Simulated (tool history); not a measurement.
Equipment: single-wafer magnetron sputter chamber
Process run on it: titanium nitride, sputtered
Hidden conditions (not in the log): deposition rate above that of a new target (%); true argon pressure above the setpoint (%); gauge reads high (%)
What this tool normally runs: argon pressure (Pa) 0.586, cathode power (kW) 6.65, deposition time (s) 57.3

run,hour,argon pressure (Pa),cathode power (kW),deposition time (s),wafers since the last listed run,wafers on the sputter target,hours since the last manometer calibration,hours since the magnet pack was replaced,hours since the gauge calibration,"read-back reference wafer on the same gauge, thickness_nm",mean film thickness on the monitor wafer (Å)
1,0,0.586,6.65,48.6,0,3805,2144.4,7413.1,1277.5,71.73,562.42
2,84.5,0.586,6.65,57.3,1263,5069,2228.9,7497.6,1362,71.654,672.08
3,148.5,0.586,6.65,57.3,956,6026,2292.9,7561.6,1426,71.709,667.11
4,216.7,0.586,6.65,57.3,1019,7045,2361.1,7629.8,1494.2,71.701,665.98
# hour 225.8: sputter target and shields replaced
5,272.4,0.586,6.65,57.3,713,696,2416.8,7685.5,1549.9,71.774,672.94
6,338.8,0.586,6.65,57.3,992,1689,2483.2,7751.9,1616.3,71.725,670.69
7,379.5,0.586,6.65,57.3,608,2297,2523.9,7792.6,1657,71.687,671.47
8,475.2,0.586,5.45,57.3,1430,3728,2619.6,7888.3,1752.7,71.665,579.19
9,566.9,0.586,5.45,57.3,1371,5100,2711.3,7980,1844.4,71.828,584.64
10,645.3,0.586,5.45,57.3,1172,6272,2789.7,8058.4,1922.8,71.787,583.61
# hour 659.5: sputter target and shields replaced
11,710.4,0.586,7.7,57.3,853,760,2854.8,8123.5,1987.9,71.752,742.71
12,784.9,0.586,7.7,57.3,1113,1874,2929.3,8198,2062.4,71.632,742.31
13,829.5,0.419,6.65,57.3,666,2541,2973.9,8242.6,2107,71.691,703.7
14,865.8,0.419,6.65,57.3,542,3084,3010.2,8278.9,2143.3,71.683,698.05
15,927,0.419,6.65,57.3,915,3999,3071.4,8340.1,2204.5,71.702,697.61
16,971.5,0.586,6.65,57.3,665,4664,3115.9,8384.6,2249,71.746,657.6
17,1060.2,0.379,8.2,51.7,1326,5991,3204.6,8473.3,2337.7,71.752,745.18
18,1158.1,0.782,7.7,49.3,1463,7454,3302.5,8571.2,2435.6,71.743,594.85
# hour 1179.7: sputter target and shields replaced
# hour 1184.9: gauge calibrated
# hour 1206.5: capacitance manometer re-zeroed and calibrated
19,1225.3,0.586,6.65,57.3,765,562,18.8,8638.4,40.4,71.726,677.98
20,1313.3,0.423,5.1,65,1315,1878,106.8,8726.4,128.4,71.677,675.71
21,1386.8,0.586,6.05,57.3,1099,2977,180.3,8799.9,201.9,71.825,638.27
22,1456.1,0.586,6.65,57.3,1036,4013,249.6,8869.2,271.2,71.716,683.74
# hour 1532.4: magnet pack replaced
23,1536.8,0.424,5.2,67.4,1087,5101,330.3,4.4,351.9,71.724,704.62
# hour 1574.3: sputter target and shields replaced
24,1629.9,0.683,5.55,61.9,1272,830,423.4,97.5,445,71.701,626.06

Run 25 has not been measured yet. What should we expect?
25,1725.7,0.746,5.8,61.7,1432,2263,519.2,193.3,540.8,?,?

{"run 25": {"read-back reference wafer on the same gauge, thickness_nm": 71.687, "mean film thickness on the monitor wafer (Å)": 635.08}}
Minus the tool's unlogged condition, the same run would have read mean film thickness on the monitor wafer (Å) 640.36.
